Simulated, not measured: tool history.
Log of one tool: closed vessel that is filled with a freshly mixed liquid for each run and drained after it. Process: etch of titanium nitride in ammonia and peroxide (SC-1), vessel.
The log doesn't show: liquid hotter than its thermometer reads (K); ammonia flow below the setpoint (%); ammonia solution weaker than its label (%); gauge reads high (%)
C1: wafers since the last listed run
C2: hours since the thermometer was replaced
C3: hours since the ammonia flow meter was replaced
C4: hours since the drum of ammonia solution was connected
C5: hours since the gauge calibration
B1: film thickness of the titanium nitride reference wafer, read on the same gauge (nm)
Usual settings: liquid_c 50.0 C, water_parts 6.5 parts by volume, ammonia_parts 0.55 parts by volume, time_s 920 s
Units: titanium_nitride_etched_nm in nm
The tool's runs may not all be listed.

{"run": 1, "hour": 0.0, "liquid_c": 44.5, "water_parts": 6.5, "ammonia_parts": 0.55, "time_s": 1355, "C1": 0, "C2": 1852.8, "C3": 1600.6, "C4": 357.9, "C5": 39.4, "B1": 150.02, "titanium_nitride_etched_nm": 64.33}
{"run": 2, "hour": 312.6, "liquid_c": 44.5, "water_parts": 6.5, "ammonia_parts": 0.55, "time_s": 1355, "C1": 20452, "C2": 2165.4, "C3": 1913.2, "C4": 670.5, "C5": 352.0, "B1": 149.98, "titanium_nitride_etched_nm": 64.48}
{"run": 3, "hour": 362.8, "liquid_c": 50.0, "water_parts": 5.0, "ammonia_parts": 0.65, "time_s": 920, "C1": 3284, "C2": 2215.6, "C3": 1963.4, "C4": 720.7, "C5": 402.2, "B1": 150.02, "titanium_nitride_etched_nm": 74.97}
{"hour": 368.5, "done": "new drum of ammonia solution connected"}
{"hour": 371.9, "done": "ammonia flow meter replaced"}
{"run": 4, "hour": 419.1, "liquid_c": 47.5, "water_parts": 6.5, "ammonia_parts": 0.55, "time_s": 920, "C1": 3552, "C2": 2271.9, "C3": 47.2, "C4": 50.6, "C5": 458.5, "B1": 149.94, "titanium_nitride_etched_nm": 54.53}
{"run": 5, "hour": 523.3, "liquid_c": 42.0, "water_parts": 6.5, "ammonia_parts": 0.55, "time_s": 920, "C1": 6817, "C2": 2376.1, "C3": 151.4, "C4": 154.8, "C5": 562.7, "B1": 149.96, "titanium_nitride_etched_nm": 36.97}
{"run": 6, "hour": 560.8, "liquid_c": 43.0, "water_parts": 5.5, "ammonia_parts": 0.3, "time_s": 1405, "C1": 2453, "C2": 2413.6, "C3": 188.9, "C4": 192.3, "C5": 600.2, "B1": 150.02, "titanium_nitride_etched_nm": 59.16}
{"run": 7, "hour": 686.5, "liquid_c": 46.0, "water_parts": 6.5, "ammonia_parts": 0.55, "time_s": 1450, "C1": 8224, "C2": 2539.3, "C3": 314.6, "C4": 318.0, "C5": 725.9, "B1": 150.0, "titanium_nitride_etched_nm": 78.47}
{"hour": 779.4, "done": "thermometer replaced"}
{"run": 8, "hour": 784.9, "liquid_c": 50.0, "water_parts": 6.5, "ammonia_parts": 0.55, "time_s": 920, "C1": 6372, "C2": 5.5, "C3": 413.0, "C4": 416.4, "C5": 824.3, "B1": 149.99, "titanium_nitride_etched_nm": 61.15}
{"run": 9, "hour": 844.8, "liquid_c": 50.0, "water_parts": 5.0, "ammonia_parts": 0.4, "time_s": 920, "C1": 3919, "C2": 65.4, "C3": 472.9, "C4": 476.3, "C5": 884.2, "B1": 150.04, "titanium_nitride_etched_nm": 66.42}
{"run": 10, "hour": 912.4, "liquid_c": 53.5, "water_parts": 6.5, "ammonia_parts": 0.75, "time_s": 1255, "C1": 4422, "C2": 133.0, "C3": 540.5, "C4": 543.9, "C5": 951.8, "B1": 149.98, "titanium_nitride_etched_nm": 111.21}
{"run": 11, "hour": 971.7, "liquid_c": 50.0, "water_parts": 6.5, "ammonia_parts": 0.55, "time_s": 1175, "C1": 3879, "C2": 192.3, "C3": 599.8, "C4": 603.2, "C5": 1011.1, "B1": 150.02, "titanium_nitride_etched_nm": 80.19}
{"run": 12, "hour": 1018.3, "liquid_c": 50.0, "water_parts": 5.0, "ammonia_parts": 0.55, "time_s": 490, "C1": 3048, "C2": 238.9, "C3": 646.4, "C4": 649.8, "C5": 1057.7, "B1": 149.97, "titanium_nitride_etched_nm": 37.61}
{"hour": 1055.6, "done": "new drum of ammonia solution connected"}
{"run": 13, "hour": 1102.3, "liquid_c": 50.0, "water_parts": 5.0, "ammonia_parts": 0.85, "time_s": 1460, "C1": 5430, "C2": 322.9, "C3": 730.4, "C4": 46.7, "C5": 1141.7, "B1": 150.01, "titanium_nitride_etched_nm": 118.88}
{"run": 14, "hour": 1161.4, "liquid_c": 50.0, "water_parts": 6.5, "ammonia_parts": 0.55, "time_s": 920, "C1": 3866, "C2": 382.0, "C3": 789.5, "C4": 105.8, "C5": 1200.8, "B1": 150.04, "titanium_nitride_etched_nm": 60.95}
{"run": 15, "hour": 1264.6, "liquid_c": 50.0, "water_parts": 6.5, "ammonia_parts": 0.55, "time_s": 920, "C1": 6752, "C2": 485.2, "C3": 892.7, "C4": 209.0, "C5": 1304.0, "B1": 150.04, "titanium_nitride_etched_nm": 62.68}
{"run": 16, "hour": 1323.4, "liquid_c": 50.0, "water_parts": 6.5, "ammonia_parts": 0.55, "time_s": 555, "C1": 3847, "C2": 544.0, "C3": 951.5, "C4": 267.8, "C5": 1362.8, "B1": 149.96, "titanium_nitride_etched_nm": 38.19}
{"run": 17, "hour": 1359.6, "liquid_c": 44.5, "water_parts": 6.5, "ammonia_parts": 0.55, "time_s": 1355, "C1": 2368, "C2": 580.2, "C3": 987.7, "C4": 304.0, "C5": 1399.0, "B1": 150.04, "titanium_nitride_etched_nm": 63.3}
{"run": 18, "hour": 1450.3, "liquid_c": 54.0, "water_parts": 6.5, "ammonia_parts": 0.55, "time_s": 920, "C1": 5934, "C2": 670.9, "C3": 1078.4, "C4": 394.7, "C5": 1489.7, "B1": 149.98, "titanium_nitride_etched_nm": 83.12}
{"run": 19, "hour": 1523.7, "liquid_c": 50.0, "water_parts": 6.5, "ammonia_parts": 0.55, "time_s": 920, "C1": 4802, "C2": 744.3, "C3": 1151.8, "C4": 468.1, "C5": 1563.1, "B1": 149.98, "titanium_nitride_etched_nm": 62.08}
{"run": 20, "hour": 1578.6, "liquid_c": 43.0, "water_parts": 5.0, "ammonia_parts": 0.55, "time_s": 1210, "C1": 3591, "C2": 799.2, "C3": 1206.7, "C4": 523.0, "C5": 1618.0, "B1": 150.04, "titanium_nitride_etched_nm": 57.49}
{"run": 21, "hour": 1656.9, "liquid_c": 45.5, "water_parts": 6.5, "ammonia_parts": 0.55, "time_s": 1130, "C1": 5122, "C2": 877.5, "C3": 1285.0, "C4": 601.3, "C5": 1696.3, "B1": 150.01, "titanium_nitride_etched_nm": 56.61}
{"hour": 1756.5, "done": "new drum of ammonia solution connected"}
{"run": 22, "hour": 1760.5, "liquid_c": 45.0, "water_parts": 8.0, "ammonia_parts": 0.55, "time_s": 630, "C1": 6712, "C2": 981.1, "C3": 1388.6, "C4": 4.0, "C5": 1799.9, "B1": 150.03, "titanium_nitride_etched_nm": 27.86}
{"run": 23, "hour": 1846.1, "liquid_c": 50.0, "water_parts": 6.5, "ammonia_parts": 0.55, "time_s": 920, "C1": 5600, "C2": 1066.7, "C3": 1474.2, "C4": 89.6, "C5": 1885.5, "B1": 149.95, "titanium_nitride_etched_nm": 64.15}
{"run": 24, "hour": 1947.1, "liquid_c": 50.0, "water_parts": 6.5, "ammonia_parts": 0.55, "time_s": 920, "C1": 6608, "C2": 1167.7, "C3": 1575.2, "C4": 190.6, "C5": 1986.5, "B1": 149.96, "titanium_nitride_etched_nm": 63.01}
{"run": 25, "hour": 2017.3, "liquid_c": 50.0, "water_parts": 5.0, "ammonia_parts": 0.45, "time_s": 920, "C1": 4592, "C2": 1237.9, "C3": 1645.4, "C4": 260.8, "C5": 2056.7, "B1": 149.98, "titanium_nitride_etched_nm": 70.74}
{"run": 26, "hour": 2083.1, "liquid_c": 40.5, "water_parts": 5.0, "ammonia_parts": 0.4, "time_s": 920, "C1": 4305, "C2": 1303.7, "C3": 1711.2, "C4": 326.6, "C5": 2122.5, "B1": 149.99, "titanium_nitride_etched_nm": 35.01}

Forecast each of these 5 alternatives for the next run:
{"run": "A", "hour": 2084.0, "liquid_c": 50.0, "water_parts": 6.5, "ammonia_parts": 0.55, "time_s": 920, "C1": 58, "C2": 1304.6, "C3": 1712.1, "C4": 327.5, "C5": 2123.4, "B1": "?", "titanium_nitride_etched_nm": "?"}
{"run": "B", "hour": 2084.0, "liquid_c": 59.0, "water_parts": 5.5, "ammonia_parts": 0.45, "time_s": 1105, "C1": 58, "C2": 1304.6, "C3": 1712.1, "C4": 327.5, "C5": 2123.4, "B1": "?", "titanium_nitride_etched_nm": "?"}
{"run": "C", "hour": 2084.0, "liquid_c": 40.5, "water_parts": 6.5, "ammonia_parts": 0.25, "time_s": 920, "C1": 58, "C2": 1304.6, "C3": 1712.1, "C4": 327.5, "C5": 2123.4, "B1": "?", "titanium_nitride_etched_nm": "?"}
{"run": "D", "hour": 2084.0, "liquid_c": 50.0, "water_parts": 7.5, "ammonia_parts": 0.55, "time_s": 920, "C1": 58, "C2": 1304.6, "C3": 1712.1, "C4": 327.5, "C5": 2123.4, "B1": "?", "titanium_nitride_etched_nm": "?"}
{"run": "E", "hour": 2084.0, "liquid_c": 43.0, "water_parts": 9.0, "ammonia_parts": 0.75, "time_s": 920, "C1": 58, "C2": 1304.6, "C3": 1712.1, "C4": 327.5, "C5": 2123.4, "B1": "?", "titanium_nitride_etched_nm": "?"}

run=A B1=150.00 titanium_nitride_etched_nm=62.77
run=B B1=150.00 titanium_nitride_etched_nm=145.14
run=C B1=150.00 titanium_nitride_etched_nm=27.84
run=D B1=150.00 titanium_nitride_etched_nm=58.52
run=E B1=150.00 titanium_nitride_etched_nm=34.20
Without the tool's hidden state the same runs would have given:
run=A titanium_nitride_etched_nm=59.13
run=B titanium_nitride_etched_nm=137.16
run=C titanium_nitride_etched_nm=26.13
run=D titanium_nitride_etched_nm=55.12
run=E titanium_nitride_etched_nm=32.13
